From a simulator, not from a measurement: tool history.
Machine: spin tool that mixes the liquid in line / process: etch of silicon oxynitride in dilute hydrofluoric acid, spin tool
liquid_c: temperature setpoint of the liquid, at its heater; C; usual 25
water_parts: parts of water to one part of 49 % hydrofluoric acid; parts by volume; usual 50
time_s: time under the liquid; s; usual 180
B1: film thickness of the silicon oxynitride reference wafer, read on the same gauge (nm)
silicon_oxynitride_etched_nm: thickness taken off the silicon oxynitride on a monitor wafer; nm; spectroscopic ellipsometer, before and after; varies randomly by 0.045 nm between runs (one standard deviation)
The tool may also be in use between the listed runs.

Run 1, hour 0: usual settings but liquid_c 21.5 C, water_parts 40 parts by volume; B1 29.99. Result: silicon_oxynitride_etched_nm 8.91 nm.
Run 2, hour 15.5: usual settings but liquid_c 21.5 C, water_parts 40 parts by volume; B1 30.01. Result: silicon_oxynitride_etched_nm 8.93 nm.
Run 3, hour 42.8: usual settings; B1 29.98. Result: silicon_oxynitride_etched_nm 8.42 nm.
Run 4, hour 122.8: usual settings but liquid_c 23 C; B1 30.01. Result: silicon_oxynitride_etched_nm 7.63 nm.
Run 5, hour 149.6: usual settings but liquid_c 23 C; B1 29.98. Result: silicon_oxynitride_etched_nm 7.64 nm.
Run 6, hour 165.5: usual settings; B1 30. Result: silicon_oxynitride_etched_nm 8.51 nm.
Run 7, hour 197.1: usual settings; B1 30.01. Result: silicon_oxynitride_etched_nm 8.41 nm.
Run 8, hour 225.2: usual settings; B1 29.97. Result: silicon_oxynitride_etched_nm 8.43 nm.
Run 9, hour 253.4: usual settings but liquid_c 26.5 C, water_parts 70 parts by volume, time_s 215 s; B1 30.03. Result: silicon_oxynitride_etched_nm 7.58 nm.
Run 10, hour 272.1: usual settings but time_s 125 s; B1 30. Result: silicon_oxynitride_etched_nm 5.87 nm.
Run 11, hour 299.6: usual settings but time_s 150 s; B1 29.98. Result: silicon_oxynitride_etched_nm 7.03 nm.
Run 12, hour 329.2: usual settings but time_s 125 s; B1 29.99. Result: silicon_oxynitride_etched_nm 5.86 nm.
Run 13, hour 352.4: usual settings but liquid_c 29.5 C, water_parts 35 parts by volume, time_s 125 s; B1 30. Result: silicon_oxynitride_etched_nm 10.53 nm.
Run 14, hour 368.1: usual settings but liquid_c 21 C, water_parts 40 parts by volume, time_s 85 s; B1 30. Result: silicon_oxynitride_etched_nm 4.1 nm.
Run 15, hour 393.8: usual settings; B1 30.01. Result: silicon_oxynitride_etched_nm 8.5 nm.
Run 16, hour 416.8: usual settings; B1 29.99. Result: silicon_oxynitride_etched_nm 8.42 nm.
Run 17, hour 441.6: usual settings but water_parts 65 parts by volume; B1 30.01. Result: silicon_oxynitride_etched_nm 6.4 nm.

Between the runs listed above, the log contained 3 entries, not reproduced here. Where in the sequence does each belong, and how does what the log doesn't record of the tool's condition differ from the listed run before to the listed run after?
Runs 4 to 5: hydrofluoric acid flow meter replaced (hour 148.9)
  no difference in the tool's unlogged condition between these two runs
Runs 6 to 7: gauge calibrated (hour 175.1)
  no difference in the tool's unlogged condition between these two runs
Runs 10 to 11: thermometer replaced (hour 284.5)
  no difference in the tool's unlogged condition between these two runs
